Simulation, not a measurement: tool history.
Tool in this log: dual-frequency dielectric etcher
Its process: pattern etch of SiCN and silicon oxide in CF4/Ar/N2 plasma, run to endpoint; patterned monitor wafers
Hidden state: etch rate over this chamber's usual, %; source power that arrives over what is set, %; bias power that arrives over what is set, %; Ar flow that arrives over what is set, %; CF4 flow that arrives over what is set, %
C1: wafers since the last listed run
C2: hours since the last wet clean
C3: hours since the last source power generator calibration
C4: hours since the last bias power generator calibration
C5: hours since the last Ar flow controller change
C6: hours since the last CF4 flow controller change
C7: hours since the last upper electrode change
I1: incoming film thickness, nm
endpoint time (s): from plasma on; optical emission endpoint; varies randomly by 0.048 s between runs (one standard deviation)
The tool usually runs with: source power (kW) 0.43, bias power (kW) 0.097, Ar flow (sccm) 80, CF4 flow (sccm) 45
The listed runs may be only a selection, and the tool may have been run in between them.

run 1 hour=0 | source_power_(kW)=0.43 bias_power_(kW)=0.097 Ar_flow_(sccm)=80 CF4_flow_(sccm)=45 | C1=0 C2=0.5 C3=12.3 C4=2411.4 C5=13.1 C6=2863.6 C7=1971.1 | I1=13.52 | endpoint_time_(s)=16.1
run 2 hour=1.4 | source_power_(kW)=0.43 bias_power_(kW)=0.097 Ar_flow_(sccm)=80 CF4_flow_(sccm)=45 | C1=31 C2=1.9 C3=13.7 C4=2412.8 C5=14.5 C6=2865 C7=1972.5 | I1=13.58 | endpoint_time_(s)=16.2
-- hour=12.8 bias power generator calibrated
run 3 hour=14 | source_power_(kW)=0.43 bias_power_(kW)=0.097 Ar_flow_(sccm)=99 CF4_flow_(sccm)=45 | C1=195 C2=14.5 C3=26.3 C4=1.2 C5=27.1 C6=2877.6 C7=1985.1 | I1=13.53 | endpoint_time_(s)=16.4
run 4 hour=22.8 | source_power_(kW)=0.49 bias_power_(kW)=0.097 Ar_flow_(sccm)=68 CF4_flow_(sccm)=52 | C1=200 C2=23.3 C3=35.1 C4=10 C5=35.9 C6=2886.4 C7=1993.9 | I1=13.57 | endpoint_time_(s)=13.9
run 5 hour=38.7 | source_power_(kW)=0.33 bias_power_(kW)=0.097 Ar_flow_(sccm)=80 CF4_flow_(sccm)=42 | C1=362 C2=39.2 C3=51 C4=25.9 C5=51.8 C6=2902.3 C7=2009.8 | I1=13.45 | endpoint_time_(s)=20.8
run 6 hour=50.9 | source_power_(kW)=0.43 bias_power_(kW)=0.097 Ar_flow_(sccm)=80 CF4_flow_(sccm)=45 | C1=277 C2=51.4 C3=63.2 C4=38.1 C5=64 C6=2914.5 C7=2022 | I1=13.5 | endpoint_time_(s)=16.1
run 7 hour=62.6 | source_power_(kW)=0.52 bias_power_(kW)=0.119 Ar_flow_(sccm)=80 CF4_flow_(sccm)=35 | C1=266 C2=63.1 C3=74.9 C4=49.8 C5=75.7 C6=2926.2 C7=2033.7 | I1=13.52 | endpoint_time_(s)=12.5
run 8 hour=72.2 | source_power_(kW)=0.48 bias_power_(kW)=0.109 Ar_flow_(sccm)=80 CF4_flow_(sccm)=45 | C1=218 C2=72.7 C3=84.5 C4=59.4 C5=85.3 C6=2935.8 C7=2043.3 | I1=13.59 | endpoint_time_(s)=13.7
run 9 hour=80.1 | source_power_(kW)=0.47 bias_power_(kW)=0.097 Ar_flow_(sccm)=80 CF4_flow_(sccm)=45 | C1=179 C2=80.6 C3=92.4 C4=67.3 C5=93.2 C6=2943.7 C7=2051.2 | I1=13.46 | endpoint_time_(s)=14.7
run 10 hour=93.1 | source_power_(kW)=0.36 bias_power_(kW)=0.097 Ar_flow_(sccm)=80 CF4_flow_(sccm)=45 | C1=296 C2=93.6 C3=105.4 C4=80.3 C5=106.2 C6=2956.7 C7=2064.2 | I1=13.55 | endpoint_time_(s)=18.9
-- hour=126.3 CF4 flow controller replaced
-- hour=127.9 upper electrode replaced
run 11 hour=128.4 | source_power_(kW)=0.43 bias_power_(kW)=0.097 Ar_flow_(sccm)=80 CF4_flow_(sccm)=45 | C1=632 C2=128.9 C3=140.7 C4=115.6 C5=141.5 C6=2.1 C7=0.5 | I1=13.5 | endpoint_time_(s)=16
run 12 hour=128.7 | source_power_(kW)=0.4 bias_power_(kW)=0.097 Ar_flow_(sccm)=65 CF4_flow_(sccm)=45 | C1=6 C2=129.2 C3=141 C4=115.9 C5=141.8 C6=2.4 C7=0.8 | I1=13.39 | endpoint_time_(s)=16.7
run 13 hour=131.4 | source_power_(kW)=0.43 bias_power_(kW)=0.097 Ar_flow_(sccm)=80 CF4_flow_(sccm)=45 | C1=61 C2=131.9 C3=143.7 C4=118.6 C5=144.5 C6=5.1 C7=3.5 | I1=13.54 | endpoint_time_(s)=16
run 14 hour=167.7 | source_power_(kW)=0.4 bias_power_(kW)=0.119 Ar_flow_(sccm)=62 CF4_flow_(sccm)=35 | C1=827 C2=168.2 C3=180 C4=154.9 C5=180.8 C6=41.4 C7=39.8 | I1=13.43 | endpoint_time_(s)=15.4
run 15 hour=178 | source_power_(kW)=0.43 bias_power_(kW)=0.097 Ar_flow_(sccm)=80 CF4_flow_(sccm)=45 | C1=234 C2=178.5 C3=190.3 C4=165.2 C5=191.1 C6=51.7 C7=50.1 | I1=13.61 | endpoint_time_(s)=16
run 16 hour=193.1 | source_power_(kW)=0.43 bias_power_(kW)=0.097 Ar_flow_(sccm)=97 CF4_flow_(sccm)=51 | C1=344 C2=193.6 C3=205.4 C4=180.3 C5=206.2 C6=66.8 C7=65.2 | I1=13.54 | endpoint_time_(s)=15.9
run 17 hour=199.5 | source_power_(kW)=0.48 bias_power_(kW)=0.106 Ar_flow_(sccm)=80 CF4_flow_(sccm)=45 | C1=145 C2=200 C3=211.8 C4=186.7 C5=212.6 C6=73.2 C7=71.6 | I1=13.63 | endpoint_time_(s)=13.8
run 18 hour=215.1 | source_power_(kW)=0.43 bias_power_(kW)=0.097 Ar_flow_(sccm)=93 CF4_flow_(sccm)=45 | C1=355 C2=215.6 C3=227.4 C4=202.3 C5=228.2 C6=88.8 C7=87.2 | I1=13.57 | endpoint_time_(s)=16.2
run 19 hour=229.7 | source_power_(kW)=0.43 bias_power_(kW)=0.097 Ar_flow_(sccm)=80 CF4_flow_(sccm)=45 | C1=332 C2=230.2 C3=242 C4=216.9 C5=242.8 C6=103.4 C7=101.8 | I1=13.55 | endpoint_time_(s)=15.9
run 20 hour=239.7 | source_power_(kW)=0.33 bias_power_(kW)=0.097 Ar_flow_(sccm)=87 CF4_flow_(sccm)=45 | C1=227 C2=240.2 C3=252 C4=226.9 C5=252.8 C6=113.4 C7=111.8 | I1=13.52 | endpoint_time_(s)=20.7
run 21 hour=252.4 | source_power_(kW)=0.46 bias_power_(kW)=0.097 Ar_flow_(sccm)=80 CF4_flow_(sccm)=45 | C1=289 C2=252.9 C3=264.7 C4=239.6 C5=265.5 C6=126.1 C7=124.5 | I1=13.56 | endpoint_time_(s)=14.9
run 22 hour=264.2 | source_power_(kW)=0.43 bias_power_(kW)=0.097 Ar_flow_(sccm)=80 CF4_flow_(sccm)=45 | C1=268 C2=264.7 C3=276.5 C4=251.4 C5=277.3 C6=137.9 C7=136.3 | I1=13.39 | endpoint_time_(s)=15.8

Run 23 is up next; what results do you expect?
run 23 hour=270.6 | source_power_(kW)=0.34 bias_power_(kW)=0.116 Ar_flow_(sccm)=80 CF4_flow_(sccm)=45 | C1=145 C2=271.1 C3=282.9 C4=257.8 C5=283.7 C6=144.3 C7=142.7 | I1=13.6 | endpoint_time_(s)=?

endpoint time (s): 17.9
On a tool with no hidden condition, and with the same random variation, this run would have come out at endpoint time (s) 18.2.

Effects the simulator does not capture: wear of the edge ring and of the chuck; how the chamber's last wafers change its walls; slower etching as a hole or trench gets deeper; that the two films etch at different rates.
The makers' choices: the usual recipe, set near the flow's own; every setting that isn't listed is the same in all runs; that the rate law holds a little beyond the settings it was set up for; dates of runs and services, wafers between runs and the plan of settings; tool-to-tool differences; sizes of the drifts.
